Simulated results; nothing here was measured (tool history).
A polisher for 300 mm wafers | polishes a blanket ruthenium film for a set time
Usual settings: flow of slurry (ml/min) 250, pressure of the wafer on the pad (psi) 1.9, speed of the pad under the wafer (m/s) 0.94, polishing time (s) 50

| run | hour | flow of slurry (ml/min) | pressure of the wafer on the pad (psi) | speed of the pad under the wafer (m/s) | polishing time (s) | incoming thickness of the incoming film, nm | film removed (nm) |
|---|---|---|---|---|---|---|---|
| 1 | 0 | 250 | 1.9 | 0.94 | 50 | 465.8 | 56.9 |
| 2 | 26.3 | 270 | 1.9 | 0.94 | 50 | 475.7 | 57.8 |
| 3 | 60.1 | 270 | 1.9 | 0.94 | 50 | 464.7 | 57.8 |
| 4 | 96.8 | 250 | 1.9 | 0.94 | 55 | 473.5 | 62.6 |
| 5 | 125.8 | 250 | 1.9 | 0.94 | 45 | 463.2 | 52.4 |
| 6 | 145.9 | 250 | 1.9 | 0.94 | 45 | 473.4 | 51.1 |
|  | 157.5 | worn pad replaced by a new one |
| 7 | 161.9 | 250 | 1.9 | 0.94 | 45 | 471.2 | 51.3 |
| 8 | 180.8 | 205 | 1.9 | 0.94 | 50 | 473.1 | 56.9 |
| 9 | 199.1 | 250 | 1.9 | 0.94 | 50 | 466.3 | 58.8 |
| 10 | 225 | 250 | 1.9 | 0.94 | 50 | 476.9 | 58.4 |
| 11 | 247 | 250 | 1.9 | 0.94 | 50 | 472.1 | 57.4 |
| 12 | 260.4 | 250 | 1.9 | 0.74 | 46 | 474.4 | 42.5 |
| 13 | 290.1 | 250 | 1.9 | 0.74 | 46 | 470.6 | 42.5 |
| 14 | 308.1 | 250 | 1.9 | 0.74 | 46 | 470.2 | 42.1 |
|  | 329 | worn pad replaced by a new one, of another model than before |
| 15 | 335.6 | 205 | 2.3 | 0.94 | 50 | 467.3 | 67.8 |
| 16 | 367.7 | 280 | 2.6 | 0.94 | 44 | 470.3 | 66.6 |
|  | 434.8 | slurry nozzle cleaned |
| 17 | 455.1 | 320 | 1.9 | 0.94 | 66 | 475.8 | 79.7 |
|  | 465.2 | worn pad replaced by a new one |
| 18 | 479.1 | 250 | 1.9 | 0.94 | 50 | 466.6 | 58.6 |
| 19 | 500.6 | 250 | 2.6 | 0.94 | 66 | 471.6 | 100 |
| 20 | 527.6 | 280 | 1.9 | 0.94 | 64 | 475.2 | 75.2 |
| 21 | 554.4 | 280 | 2.6 | 0.94 | 44 | 472.8 | 66.8 |
| 22 | 570.1 | 250 | 1.9 | 0.94 | 33 | 469.9 | 38 |
| 23 | 586.2 | 250 | 1.9 | 0.94 | 50 | 475.3 | 58.5 |
| 24 | 609.5 | 250 | 2.5 | 0.94 | 50 | 474.2 | 73.4 |
|  | 611.6 | head pressure recalibrated |
| 25 | 621.9 | 250 | 2.2 | 0.94 | 45 | 462.8 | 56.2 |
|  | 630.3 | worn pad replaced by a new one |
| 26 | 726.8 | 315 | 1.9 | 0.66 | 50 | 467.4 | 49.1 |
| 27 | 741.4 | 250 | 1.9 | 0.94 | 63 | 467.2 | 71.6 |
|  | 769.9 | worn pad replaced by a new one |
| 28 | 770.4 | 290 | 2.3 | 0.68 | 61 | 473 | 68.5 |
| 29 | 787.9 | 250 | 1.9 | 0.94 | 50 | 464.9 | 58.1 |

4 ways to go on from here, each from the tool as it stands after run 29. What would each give?
| A | 788.3 | 215 | 1.9 | 0.94 | 50 | 467.2 | ? |
| B | 788.3 | 250 | 2.5 | 1.06 | 50 | 467.2 | ? |
| C | 788.3 | 250 | 1.9 | 1.24 | 50 | 467.2 | ? |
| D | 788.3 | 285 | 1.7 | 1.06 | 43 | 467.2 | ? |

| run | film removed (nm) |
|---|---|
| A | 55.7 |
| B | 74.7 |
| C | 65.9 |
| D | 47.8 |
Without the tool's hidden state the same runs would have given:
| run | film removed (nm) |
|---|---|
| A | 54.3 |
| B | 72.8 |
| C | 64.2 |
| D | 46.6 |
